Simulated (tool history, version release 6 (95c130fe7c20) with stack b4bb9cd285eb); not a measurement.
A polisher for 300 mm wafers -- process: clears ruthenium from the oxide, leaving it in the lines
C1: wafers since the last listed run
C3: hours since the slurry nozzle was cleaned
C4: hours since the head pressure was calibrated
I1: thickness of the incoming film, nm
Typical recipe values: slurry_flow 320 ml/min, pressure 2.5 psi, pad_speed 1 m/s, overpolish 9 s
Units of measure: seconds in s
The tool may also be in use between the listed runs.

run 1 day=0 | slurry_flow=320 pressure=2.5 pad_speed=1.2 overpolish=9 | C1=0 wafers_polished_on_this_pad=682 C3=50.9 C4=549.9 | I1=138.7 | seconds=98.5
run 2 day=0.846 | slurry_flow=320 pressure=2.5 pad_speed=1.2 overpolish=9 | C1=166 wafers_polished_on_this_pad=848 C3=71.2 C4=570.2 | I1=140.1 | seconds=98.9
-- day=1.45 worn pad replaced by a new one
run 3 day=1.521 | slurry_flow=320 pressure=2.5 pad_speed=1.2 overpolish=9 | C1=99 wafers_polished_on_this_pad=14 C3=87.4 C4=586.4 | I1=143 | seconds=101
run 4 day=2.025 | slurry_flow=320 pressure=2.5 pad_speed=1 overpolish=12 | C1=99 wafers_polished_on_this_pad=113 C3=99.5 C4=598.5 | I1=137.5 | seconds=113.3
run 5 day=3.229 | slurry_flow=320 pressure=2.5 pad_speed=1 overpolish=9 | C1=236 wafers_polished_on_this_pad=350 C3=128.4 C4=627.4 | I1=141.9 | seconds=116.1
run 6 day=3.971 | slurry_flow=320 pressure=2.5 pad_speed=1 overpolish=9 | C1=145 wafers_polished_on_this_pad=496 C3=146.2 C4=645.2 | I1=138.5 | seconds=113.8
run 7 day=5.246 | slurry_flow=320 pressure=2.5 pad_speed=1 overpolish=9 | C1=250 wafers_polished_on_this_pad=746 C3=176.8 C4=675.8 | I1=142.5 | seconds=117.3
run 8 day=5.833 | slurry_flow=320 pressure=2.5 pad_speed=1 overpolish=9 | C1=115 wafers_polished_on_this_pad=862 C3=190.9 C4=689.9 | I1=139.1 | seconds=115
-- day=6.308 worn pad replaced by a new one
run 9 day=6.917 | slurry_flow=320 pressure=2.5 pad_speed=1 overpolish=9 | C1=180 wafers_polished_on_this_pad=120 C3=216.9 C4=715.9 | I1=140 | seconds=115.5
run 10 day=7.704 | slurry_flow=320 pressure=2.5 pad_speed=1 overpolish=9 | C1=154 wafers_polished_on_this_pad=274 C3=235.8 C4=734.8 | I1=137.4 | seconds=113.7
-- day=8.342 slurry nozzle cleaned
run 11 day=10.133 | slurry_flow=320 pressure=2.5 pad_speed=1 overpolish=9 | C1=469 wafers_polished_on_this_pad=744 C3=43 C4=793.1 | I1=139.9 | seconds=119
run 12 day=11.383 | slurry_flow=320 pressure=2.5 pad_speed=1 overpolish=9 | C1=245 wafers_polished_on_this_pad=990 C3=73 C4=823.1 | I1=141.4 | seconds=118.3
run 13 day=11.958 | slurry_flow=380 pressure=3.4 pad_speed=1 overpolish=7 | C1=113 wafers_polished_on_this_pad=1103 C3=86.8 C4=836.9 | I1=141.1 | seconds=89.9
-- day=12.671 worn pad replaced by a new one
run 14 day=13.15 | slurry_flow=320 pressure=2.5 pad_speed=1.2 overpolish=9 | C1=201 wafers_polished_on_this_pad=94 C3=115.4 C4=865.5 | I1=140.5 | seconds=103.5
run 15 day=14.638 | slurry_flow=375 pressure=2.5 pad_speed=1.3 overpolish=9 | C1=292 wafers_polished_on_this_pad=387 C3=151.1 C4=901.2 | I1=141.7 | seconds=98.3
run 16 day=15.988 | slurry_flow=320 pressure=1.9 pad_speed=1 overpolish=9 | C1=265 wafers_polished_on_this_pad=652 C3=183.5 C4=933.6 | I1=143.1 | seconds=153.6
-- day=17.717 worn pad replaced by a new one
-- day=17.929 slurry nozzle cleaned
run 17 day=18.438 | slurry_flow=320 pressure=2.5 pad_speed=1.32 overpolish=7 | C1=440 wafers_polished_on_this_pad=133 C3=12.2 C4=992.4 | I1=138.5 | seconds=96.3
run 18 day=19.438 | slurry_flow=385 pressure=2.5 pad_speed=1 overpolish=9 | C1=196 wafers_polished_on_this_pad=330 C3=36.2 C4=1016.4 | I1=141.1 | seconds=119.5
run 19 day=19.988 | slurry_flow=320 pressure=2.5 pad_speed=1 overpolish=13 | C1=108 wafers_polished_on_this_pad=438 C3=49.4 C4=1029.6 | I1=138.5 | seconds=119.7
run 20 day=21.004 | slurry_flow=320 pressure=2.5 pad_speed=1 overpolish=9 | C1=199 wafers_polished_on_this_pad=638 C3=73.8 C4=1054 | I1=139.1 | seconds=119.9
-- day=21.375 head pressure recalibrated
run 21 day=22.021 | slurry_flow=320 pressure=2.5 pad_speed=1 overpolish=9 | C1=183 wafers_polished_on_this_pad=821 C3=98.2 C4=15.5 | I1=138.3 | seconds=107.1
-- day=22.942 worn pad replaced by a new one
run 22 day=22.962 | slurry_flow=320 pressure=2.5 pad_speed=1 overpolish=9 | C1=152 wafers_polished_on_this_pad=3 C3=120.8 C4=38.1 | I1=140.5 | seconds=107.9
run 23 day=26.308 | slurry_flow=395 pressure=2.5 pad_speed=1.14 overpolish=5 | C1=658 wafers_polished_on_this_pad=661 C3=201.1 C4=118.4 | I1=139.9 | seconds=97.5
run 24 day=27.05 | slurry_flow=210 pressure=2.5 pad_speed=1 overpolish=9 | C1=145 wafers_polished_on_this_pad=807 C3=218.9 C4=136.2 | I1=140.5 | seconds=114.6
run 25 day=27.917 | slurry_flow=320 pressure=2.5 pad_speed=1 overpolish=9 | C1=170 wafers_polished_on_this_pad=978 C3=239.7 C4=157 | I1=141.7 | seconds=109.9

Alternative continuations, all from the tool just after run 25; predict every row:
run A day=27.938 | slurry_flow=320 pressure=2.5 pad_speed=1 overpolish=9 | C1=4 wafers_polished_on_this_pad=982 C3=240.2 C4=157.5 | I1=137.8 | seconds=?
run B day=27.938 | slurry_flow=320 pressure=2.5 pad_speed=0.7 overpolish=9 | C1=4 wafers_polished_on_this_pad=982 C3=240.2 C4=157.5 | I1=137.8 | seconds=?
run C day=27.938 | slurry_flow=320 pressure=2.1 pad_speed=1 overpolish=9 | C1=4 wafers_polished_on_this_pad=982 C3=240.2 C4=157.5 | I1=137.8 | seconds=?
run D day=27.938 | slurry_flow=320 pressure=1.7 pad_speed=1 overpolish=9 | C1=4 wafers_polished_on_this_pad=982 C3=240.2 C4=157.5 | I1=137.8 | seconds=?
run E day=27.938 | slurry_flow=220 pressure=2.5 pad_speed=1 overpolish=9 | C1=4 wafers_polished_on_this_pad=982 C3=240.2 C4=157.5 | I1=137.8 | seconds=?

run=A seconds=106.5
run=B seconds=136.5
run=C seconds=123.1
run=D seconds=145.8
run=E seconds=110.1
What these runs would have given with no unlogged condition in the tool:
run=A seconds=108
run=B seconds=138.5
run=C seconds=124.9
run=D seconds=148
run=E seconds=111.8
